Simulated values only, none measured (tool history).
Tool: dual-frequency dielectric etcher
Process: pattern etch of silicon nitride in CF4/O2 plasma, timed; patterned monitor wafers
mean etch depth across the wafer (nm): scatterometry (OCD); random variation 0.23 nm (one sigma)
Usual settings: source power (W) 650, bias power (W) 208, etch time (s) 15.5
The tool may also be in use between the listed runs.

run,hour,source power (W),bias power (W),etch time (s),"read-back reference wafer on the same gauge, depth_nm",mean etch depth across the wafer (nm)
1,0,750,208,18,51.12,61.21
2,13.2,730,208,15.5,50.99,51.34
3,30.1,650,208,15.5,51.11,45.54
4,65.2,650,208,15.5,51.04,45.73
5,85,650,208,15.5,51.11,45.6
6,120.7,650,208,15.5,51.21,45.43
7,134.9,650,208,15.5,51.18,45.51
8,150.3,650,208,15.5,51.06,44.61
9,172.2,650,208,15.5,51.13,44.86
# hour 192.7: source power generator calibrated
# hour 205.2: wet clean of the chamber
10,205.7,650,208,15.5,51.18,46.49
11,220.4,650,208,15.5,51.28,46.88
# hour 233.7: bias power generator calibrated
12,240.3,740,208,19.5,50.99,67.53
13,275.4,650,208,11,51.07,32.93
14,287.8,650,208,15.5,51.13,46.48
15,318.3,650,208,20,51.02,60
# hour 358.4: gauge calibrated
# hour 362.6: upper electrode replaced
16,363.1,690,239,15.5,51.12,52
17,363.5,760,243,13,51.02,48.29
18,394,800,182,13.5,51.07,47.1
19,409.3,650,208,19.5,51.16,58
20,425.2,650,208,15.5,51.1,46.12
21,454.3,520,208,15.5,51.08,36.07
22,472.4,710,208,15.5,50.99,50

Forecast each of these 3 alternatives for the next run:
A,472.8,650,208,15.5,?,?
B,472.8,810,208,15.5,?,?
C,472.8,650,179,15.5,?,?

run,"read-back reference wafer on the same gauge, depth_nm",mean etch depth across the wafer (nm)
A,51.06,45.96
B,51.06,57.57
C,51.06,43.21
Without the tool's hidden state the same runs would have given:
run,mean etch depth across the wafer (nm)
A,46.84
B,58.67
C,44.03
